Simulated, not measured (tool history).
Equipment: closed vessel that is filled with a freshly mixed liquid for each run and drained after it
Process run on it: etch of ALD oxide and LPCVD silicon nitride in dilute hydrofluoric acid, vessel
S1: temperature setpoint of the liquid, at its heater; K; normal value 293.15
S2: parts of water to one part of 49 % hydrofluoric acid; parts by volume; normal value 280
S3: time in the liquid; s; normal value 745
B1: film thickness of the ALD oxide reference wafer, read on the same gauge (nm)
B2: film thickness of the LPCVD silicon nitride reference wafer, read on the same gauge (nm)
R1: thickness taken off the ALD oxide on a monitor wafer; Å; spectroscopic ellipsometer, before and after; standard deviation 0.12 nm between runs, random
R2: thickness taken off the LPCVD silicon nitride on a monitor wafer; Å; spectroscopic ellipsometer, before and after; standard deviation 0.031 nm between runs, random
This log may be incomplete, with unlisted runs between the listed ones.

run	hour	S1	S2	S3	B1	B2	R1	R2
1	0.0	293.15	280	745	110.04	50.001	181.4	11.05
# hour 37.5: gauge calibrated
2	62.4	293.15	280	745	110.07	50.013	182.5	10.75
# hour 141.9: thermometer replaced
3	159.3	293.15	280	745	109.99	49.963	169.6	9.22
4	200.8	290.15	170	475	110.03	50.016	176.4	8.42
5	291.6	293.15	280	620	110.01	49.958	139.4	8.31
6	356.8	293.15	280	610	109.98	49.968	137.1	8.03
7	416.9	290.15	345	940	110.06	49.997	147.7	8.52
8	514.3	290.15	170	475	110.02	49.991	176.9	8.25
9	621.2	297.15	145	425	110.07	49.997	250.0	13.97
10	657.5	293.15	280	745	110.03	50.027	166.8	10.12
11	750.3	293.15	390	745	110.04	49.984	109.6	7.55
12	806.2	296.15	200	1075	110.03	49.985	414.3	25.67
# hour 813.6: hydrofluoric acid flow meter replaced
# hour 866.0: thermometer replaced
13	886.9	293.15	280	480	109.98	50.013	110.3	6.64
14	936.0	293.15	390	1020	110.00	50.038	152.5	10.23
15	995.5	296.15	180	545	110.01	49.999	241.1	13.56
16	1046.9	293.15	355	1160	110.02	50.003	196.1	11.89
17	1085.8	295.15	155	910	109.97	49.972	465.5	26.11

Estimate the outcome of run 18 from the log above:
18	1140.1	296.65	280	520	?	?	?	?

Run 18 produced B1 109.98, B2 49.982, R1 135.6 Å, R2 8.81 Å.
Minus the tool's unlogged condition, the same run would have read R1 136.9 Å, R2 8.68 Å.
